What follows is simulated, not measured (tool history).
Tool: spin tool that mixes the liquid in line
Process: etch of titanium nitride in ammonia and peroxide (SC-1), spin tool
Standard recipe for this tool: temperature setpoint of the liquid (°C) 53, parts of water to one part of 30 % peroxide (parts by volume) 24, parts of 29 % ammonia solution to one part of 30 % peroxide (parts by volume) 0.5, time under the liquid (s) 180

| run | day | temperature setpoint of the liquid (°C) | parts of water to one part of 30 % peroxide (parts by volume) | parts of 29 % ammonia solution to one part of 30 % peroxide (parts by volume) | time under the liquid (s) | read-back film thickness of the titanium nitride reference wafer, read on the same gauge (nm) | thickness taken off the titanium nitride on a monitor wafer (Å) |
|---|---|---|---|---|---|---|---|
| 1 | 0 | 53 | 24 | 0.5 | 180 | 69.98 | 59.6 |
| 2 | 1.871 | 53 | 24 | 0.5 | 180 | 69.99 | 59.7 |
| 3 | 3.258 | 53 | 24 | 0.5 | 180 | 70.03 | 59 |
| 4 | 7.029 | 53 | 24 | 0.5 | 135 | 70.04 | 44.9 |
| 5 | 8.671 | 53 | 24 | 0.5 | 135 | 70.04 | 44.2 |
| 6 | 10.004 | 53 | 24 | 0.5 | 135 | 70.03 | 44.6 |
| 7 | 11.342 | 53 | 24 | 0.5 | 180 | 69.98 | 58.6 |
|  | 12.512 | heated supply line repaired |
| 8 | 14.208 | 53 | 24 | 0.5 | 180 | 69.99 | 59.2 |
| 9 | 16.229 | 53 | 24 | 0.5 | 180 | 70.01 | 58.3 |
|  | 17.058 | gauge calibrated |
| 10 | 18.512 | 53 | 24 | 0.5 | 180 | 69.99 | 58.1 |
| 11 | 20.671 | 60 | 31.5 | 0.5 | 180 | 70 | 79.8 |
|  | 23.246 | new drum of ammonia solution connected |
| 12 | 23.617 | 53 | 24 | 0.5 | 180 | 70 | 60.4 |
| 13 | 25.792 | 44 | 16.5 | 0.4 | 240 | 69.99 | 49.6 |
|  | 26.779 | thermometer replaced |
| 14 | 27.817 | 45 | 31 | 0.3 | 150 | 69.98 | 23.5 |
|  | 29.212 | ammonia flow meter replaced |
| 15 | 29.388 | 53 | 17.5 | 0.5 | 120 | 69.98 | 49.5 |
| 16 | 30.912 | 53 | 24 | 0.35 | 90 | 69.99 | 29.2 |

Run 17, settings as shown, results not yet in. Your forecast:
| 17 | 33.133 | 53 | 24 | 0.5 | 180 | ? | ? |

{"run 17": {"read-back film thickness of the titanium nitride reference wafer, read on the same gauge (nm)": 70.01, "thickness taken off the titanium nitride on a monitor wafer (Å)": 62}}
Were there no unlogged condition in the tool, this run, its random variation unchanged, would have produced thickness taken off the titanium nitride on a monitor wafer (Å) 62.7.
